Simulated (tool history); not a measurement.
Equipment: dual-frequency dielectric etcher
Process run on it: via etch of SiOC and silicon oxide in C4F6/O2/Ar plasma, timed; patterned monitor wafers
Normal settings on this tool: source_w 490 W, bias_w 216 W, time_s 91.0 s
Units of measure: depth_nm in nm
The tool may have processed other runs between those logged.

run	hour	source_w	bias_w	time_s	wafers since the last listed run	hours since the last wet clean	hours since the last source power generator calibration	hours since the last bias power generator calibration	hours since the last upper electrode change	hours since the gauge calibration	read-back reference wafer on the same gauge, depth_nm	depth_nm
1	0.0	490	216	91.0	0	327.5	2104.4	2684.0	4039.8	162.3	141.9	132.0
2	21.5	490	216	91.0	198	349.0	2125.9	2705.5	4061.3	183.8	141.8	131.8
3	54.2	490	216	91.0	301	381.7	2158.6	2738.2	4094.0	216.5	141.6	131.2
4	83.6	490	192	91.0	270	411.1	2188.0	2767.6	4123.4	245.9	141.5	125.1
5	99.5	490	192	91.0	146	427.0	2203.9	2783.5	4139.3	261.8	141.3	124.2
6	124.4	490	192	91.0	229	451.9	2228.8	2808.4	4164.2	286.7	141.1	124.8
7	140.7	540	216	91.0	150	468.2	2245.1	2824.7	4180.5	303.0	141.1	135.7
8	161.2	490	216	91.0	188	488.7	2265.6	2845.2	4201.0	323.5	141.1	130.0
9	176.5	490	216	91.0	140	504.0	2280.9	2860.5	4216.3	338.8	141.0	129.9
10	197.1	490	216	91.0	189	524.6	2301.5	2881.1	4236.9	359.4	140.8	129.9
# hour 201.2: bias power generator calibrated
# hour 242.3: wet clean of the chamber
11	242.8	430	216	91.0	163	0.5	2347.2	41.6	4282.6	405.1	140.5	124.1
12	246.2	490	167	91.0	31	3.9	2350.6	45.0	4286.0	408.5	140.5	116.7
# hour 252.3: source power generator calibrated
# hour 254.9: gauge calibrated
# hour 276.9: upper electrode replaced
13	277.4	540	216	71.0	29	35.1	25.1	76.2	0.5	22.5	142.8	107.2
14	286.6	490	192	91.0	84	44.3	34.3	85.4	9.7	31.7	142.7	125.8
15	315.0	410	216	105.0	261	72.7	62.7	113.8	38.1	60.1	142.6	141.1
16	343.4	490	216	116.5	261	101.1	91.1	142.2	66.5	88.5	142.5	168.6
17	356.5	490	216	91.0	120	114.2	104.2	155.3	79.6	101.6	142.3	131.3
18	381.0	490	251	91.0	225	138.7	128.7	179.8	104.1	126.1	142.3	138.6
19	404.8	490	191	91.0	219	162.5	152.5	203.6	127.9	149.9	142.1	124.5
20	426.9	580	254	91.0	203	184.6	174.6	225.7	150.0	172.0	141.7	149.3
21	446.8	490	191	91.0	183	204.5	194.5	245.6	169.9	191.9	141.8	124.7
22	487.9	490	216	91.0	378	245.6	235.6	286.7	211.0	233.0	141.5	130.4

Alternative continuations, all from the tool just after run 22; predict every row:
A	488.3	490	179	91.0	3	246.0	236.0	287.1	211.4	233.4	?	?
B	488.3	450	216	78.0	3	246.0	236.0	287.1	211.4	233.4	?	?
C	488.3	380	216	91.0	3	246.0	236.0	287.1	211.4	233.4	?	?

run	read-back reference wafer on the same gauge, depth_nm	depth_nm
A	141.6	121.2
B	141.6	108.3
C	141.6	117.8
Without the tool's unlogged condition, the same runs would have read:
run	depth_nm
A	122.4
B	109.3
C	119.0

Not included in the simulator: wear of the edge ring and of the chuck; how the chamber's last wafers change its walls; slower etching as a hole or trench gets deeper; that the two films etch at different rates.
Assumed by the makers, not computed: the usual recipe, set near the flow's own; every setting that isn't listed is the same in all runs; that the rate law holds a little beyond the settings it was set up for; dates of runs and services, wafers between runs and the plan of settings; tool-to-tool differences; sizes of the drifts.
